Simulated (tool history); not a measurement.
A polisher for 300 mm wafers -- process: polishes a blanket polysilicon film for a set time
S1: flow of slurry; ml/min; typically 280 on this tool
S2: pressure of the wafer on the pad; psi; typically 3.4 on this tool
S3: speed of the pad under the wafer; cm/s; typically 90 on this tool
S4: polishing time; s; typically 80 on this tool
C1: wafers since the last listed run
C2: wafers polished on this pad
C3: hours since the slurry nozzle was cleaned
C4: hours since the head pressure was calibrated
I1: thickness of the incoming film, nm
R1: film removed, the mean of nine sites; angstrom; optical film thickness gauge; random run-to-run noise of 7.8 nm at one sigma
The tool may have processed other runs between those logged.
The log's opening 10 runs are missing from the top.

Run 11, hour 795.8: usual settings but S1 310 ml/min; C1 400; C2 868; C3 247.6; C4 166.5; I1 2148.3. Result: R1 7697 angstrom.
Run 12, hour 891.1: usual settings; C1 594; C2 1462; C3 342.9; C4 261.8; I1 2174.1. Result: R1 7563 angstrom.
Run 13, hour 986.7: usual settings; C1 596; C2 2058; C3 438.5; C4 357.4; I1 2172.9. Result: R1 7324 angstrom.
Run 14, hour 1086.2: usual settings but S4 101 s; C1 620; C2 2679; C3 538.0; C4 456.9; I1 2174.4. Result: R1 9103 angstrom.
Run 15, hour 1191.7: usual settings but S4 101 s; C1 658; C2 3337; C3 643.5; C4 562.4; I1 2164.9. Result: R1 9091 angstrom.
Run 16, hour 1262.9: usual settings but S1 380 ml/min, S2 4.0 psi, S3 116 cm/s, S4 88 s; C1 444; C2 3781; C3 714.7; C4 633.6; I1 2158.3. Result: R1 11724 angstrom.
At hour 1328.9: slurry nozzle cleaned.
At hour 1344.1: head pressure recalibrated.
Run 17, hour 1361.2: usual settings; C1 594; C2 4376; C3 32.3; C4 17.1; I1 2167.0. Result: R1 7790 angstrom.
Run 18, hour 1466.6: usual settings but S1 250 ml/min; C1 657; C2 5033; C3 137.7; C4 122.5; I1 2136.3. Result: R1 7489 angstrom.
At hour 1479.7: worn pad replaced by a new one.
Run 19, hour 1553.9: usual settings but S2 3.9 psi; C1 519; C2 462; C3 225.0; C4 209.8; I1 2124.6. Result: R1 8497 angstrom.
Run 20, hour 1596.6: usual settings but S3 118 cm/s; C1 266; C2 729; C3 267.7; C4 252.5; I1 2140.8. Result: R1 9394 angstrom.
Run 21, hour 1671.4: usual settings; C1 466; C2 1195; C3 342.5; C4 327.3; I1 2145.9. Result: R1 7238 angstrom.
Run 22, hour 1759.2: usual settings; C1 547; C2 1743; C3 430.3; C4 415.1; I1 2133.8. Result: R1 7229 angstrom.
Run 23, hour 1844.6: usual settings; C1 532; C2 2276; C3 515.7; C4 500.5; I1 2112.4. Result: R1 7117 angstrom.
Run 24, hour 1930.8: usual settings but S2 4.5 psi, S4 69 s; C1 537; C2 2813; C3 601.9; C4 586.7; I1 2148.2. Result: R1 8104 angstrom.
Run 25, hour 2014.2: usual settings but S1 245 ml/min, S4 89 s; C1 520; C2 3334; C3 685.3; C4 670.1; I1 2143.8. Result: R1 7524 angstrom.
At hour 2090.9: head pressure recalibrated.
Run 26, hour 2103.5: usual settings but S1 255 ml/min, S4 94 s; C1 544; C2 3878; C3 774.6; C4 12.6; I1 2172.3. Result: R1 8788 angstrom.
At hour 2145.3: worn pad replaced by a new one.
At hour 2167.2: slurry nozzle cleaned.
Run 27, hour 2201.5: usual settings; C1 580; C2 344; C3 34.3; C4 110.6; I1 2150.1. Result: R1 7865 angstrom.
Run 28, hour 2261.3: usual settings but S2 2.3 psi, S3 72 cm/s; C1 373; C2 717; C3 94.1; C4 170.4; I1 2138.9. Result: R1 4403 angstrom.
Run 29, hour 2342.7: usual settings but S1 325 ml/min, S2 2.9 psi, S3 106 cm/s, S4 55 s; C1 507; C2 1225; C3 175.5; C4 251.8; I1 2144.0. Result: R1 5254 angstrom.
Run 30, hour 2398.9: usual settings but S2 2.3 psi, S3 116 cm/s, S4 62 s; C1 350; C2 1575; C3 231.7; C4 308.0; I1 2164.7. Result: R1 5081 angstrom.
Run 31, hour 2485.6: usual settings; C1 540; C2 2116; C3 318.4; C4 394.7; I1 2113.1. Result: R1 7576 angstrom.
Run 32, hour 2592.4: usual settings but S2 2.3 psi, S3 116 cm/s, S4 62 s; C1 666; C2 2782; C3 425.2; C4 501.5; I1 2132.6. Result: R1 4844 angstrom.
Run 33, hour 2629.9: usual settings but S3 102 cm/s, S4 64 s; C1 233; C2 3016; C3 462.7; C4 539.0; I1 2120.9. Result: R1 6497 angstrom.
Run 34, hour 2694.0: usual settings but S1 355 ml/min, S3 102 cm/s, S4 53 s; C1 399; C2 3416; C3 526.8; C4 603.1; I1 2114.0. Result: R1 5445 angstrom.

The next listed run, before its measurement:
At hour 2739.9: head pressure recalibrated.
Run 35, hour 2779.6: usual settings but S1 355 ml/min, S3 102 cm/s, S4 53 s; C1 521; C2 3938; C3 612.4; C4 39.7; I1 2165.4. Result: R1 ?.

Run 35 gave R1 5614 angstrom.
Take away the tool's hidden state, keep the run-to-run variation as it was, and the same run would have given R1 5864 angstrom.
